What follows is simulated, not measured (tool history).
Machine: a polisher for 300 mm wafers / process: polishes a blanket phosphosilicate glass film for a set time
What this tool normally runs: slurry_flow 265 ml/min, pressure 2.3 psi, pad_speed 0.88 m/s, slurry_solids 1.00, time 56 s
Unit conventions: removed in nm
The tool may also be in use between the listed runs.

run    hour  slurry_flow  pressure  pad_speed  slurry_solids  time  wafers since the last listed run  wafers polished on this pad  hours since the slurry nozzle was cleaned  hours since the head pressure was calibrated  hours since the slurry blender was calibrated  hours since the conditioning disc was replaced  incoming thickness of the incoming film, nm  removed
  1     0.0          265       2.3       0.88           1.15    56                                 0                          633                                       31.7                                         487.4                                          233.2                                            19.8                                       1970.5    281.2
       14.8  -- slurry blender recalibrated
  2    55.8          265       2.3       0.88           1.15    56                               498                         1132                                       87.5                                         543.2                                           41.0                                            75.6                                       2031.7    281.0
  3    84.3          265       2.3       0.88           1.00    56                               264                         1396                                      116.0                                         571.7                                           69.5                                           104.1                                       2011.3    262.9
  4   156.0          265       2.3       0.88           1.00    56                               664                         2061                                      187.7                                         643.4                                          141.2                                           175.8                                       1965.6    260.8
      215.3  -- worn pad replaced by a new one
  5   217.2          265       2.3       0.88           1.00    56                               530                           17                                      248.9                                         704.6                                          202.4                                           237.0                                       1997.5    259.7
      235.2  -- slurry nozzle cleaned
  6   256.3          265       2.3       0.88           1.00    62                               353                          371                                       21.1                                         743.7                                          241.5                                           276.1                                       1980.8    296.6
      270.1  -- conditioning disc replaced and pad reconditioned
      282.9  -- slurry blender recalibrated
  7   296.2          265       2.3       0.88           1.00    63                               332                          704                                       61.0                                         783.6                                           13.3                                            26.1                                       1979.1    302.9
  8   357.3          335       2.3       0.88           1.00    56                               566                         1270                                      122.1                                         844.7                                           74.4                                            87.2                                       1992.3    267.4
  9   417.9          335       2.3       0.88           1.00    56                               561                         1832                                      182.7                                         905.3                                          135.0                                           147.8                                       2003.1    268.4
      425.6  -- head pressure recalibrated
      479.8  -- worn pad replaced by a new one
 10   480.3          335       2.3       0.88           1.00    56                               522                            4                                      245.1                                          54.7                                          197.4                                           210.2                                       1960.7    265.9
      492.8  -- conditioning disc replaced and pad reconditioned
 11   502.5          265       2.3       0.88           1.00    56                               187                          192                                      267.3                                          76.9                                          219.6                                             9.7                                       1989.9    260.9
 12   535.2          210       2.3       0.88           1.00    56                               303                          495                                      300.0                                         109.6                                          252.3                                            42.4                                       1983.0    255.2
      567.3  -- slurry blender recalibrated
      579.1  -- slurry nozzle cleaned
 13   595.7          200       2.3       1.12           1.00    56                               533                         1028                                       16.6                                         170.1                                           28.4                                           102.9                                       1963.0    320.6
 14   654.5          265       2.3       0.88           1.00    56                               545                         1573                                       75.4                                         228.9                                           87.2                                           161.7                                       1982.4    262.9
 15   725.9          265       2.3       1.12           1.25    56                               662                         2235                                      146.8                                         300.3                                          158.6                                           233.1                                       1969.9    353.9
      747.4  -- worn pad replaced by a new one
      762.4  -- conditioning disc replaced and pad reconditioned
 16   767.8          265       2.3       0.88           1.00    56                               332                          170                                      188.7                                         342.2                                          200.5                                             5.4                                       2014.0    267.1
 17   832.3          345       2.3       0.96           0.75    46                               598                          768                                      253.2                                         406.7                                          265.0                                            69.9                                       1980.7    207.4
      853.0  -- slurry blender recalibrated
 18   880.5          265       2.3       0.88           1.10    61                               428                         1197                                      301.4                                         454.9                                           27.5                                           118.1                                       1988.9    294.9
      931.8  -- slurry nozzle cleaned
      982.1  -- conditioning disc replaced and pad reconditioned
      988.1  -- worn pad replaced by a new one
 19  1034.5          265       2.0       0.66           1.00    44                              1363                          430                                      102.7                                         608.9                                          181.5                                            52.4                                       2020.1    149.1
 20  1060.8          220       2.3       0.88           1.00    56                               243                          674                                      129.0                                         635.2                                          207.8                                            78.7                                       2028.7    261.4
     1106.9  -- slurry blender recalibrated
 21  1119.4          265       2.3       0.88           1.00    56                               524                         1199                                      187.6                                         693.8                                           12.5                                           137.3                                       1996.9    262.9
 22  1183.6          175       2.3       0.88           1.00    56                               595                         1794                                      251.8                                         758.0                                           76.7                                           201.5                                       1981.3    250.3
     1207.3  -- conditioning disc replaced and pad reconditioned
 23  1212.9          265       2.3       0.88           1.00    56                               253                         2047                                      281.1                                         787.3                                          106.0                                             5.6                                       2005.5    261.1
     1220.7  -- head pressure recalibrated
     1235.7  -- slurry nozzle cleaned
     1239.2  -- worn pad replaced by a new one
 24  1279.5          230       2.3       0.88           1.00    56                               557                          373                                       43.8                                          58.8                                          172.6                                            72.2                                       1996.4    266.1

3 options for the next run, each taken on its own from the tool as it stands now. Forecast them:
  A  1279.9          265       2.3       0.88           1.00    56                                 3                          376                                       44.2                                          59.2                                          173.0                                            72.6                                       2007.9        ?
  B  1279.9          265       2.0       0.88           1.25    40                                 3                          376                                       44.2                                          59.2                                          173.0                                            72.6                                       2007.9        ?
  C  1279.9          265       2.8       0.74           1.25    42                                 3                          376                                       44.2                                          59.2                                          173.0                                            72.6                                       2007.9        ?

run  removed
  A    267.6
  B    191.7
  C    214.9
With no hidden state in the tool, these same runs would have given:
run  removed
  A    271.7
  B    194.7
  C    218.3

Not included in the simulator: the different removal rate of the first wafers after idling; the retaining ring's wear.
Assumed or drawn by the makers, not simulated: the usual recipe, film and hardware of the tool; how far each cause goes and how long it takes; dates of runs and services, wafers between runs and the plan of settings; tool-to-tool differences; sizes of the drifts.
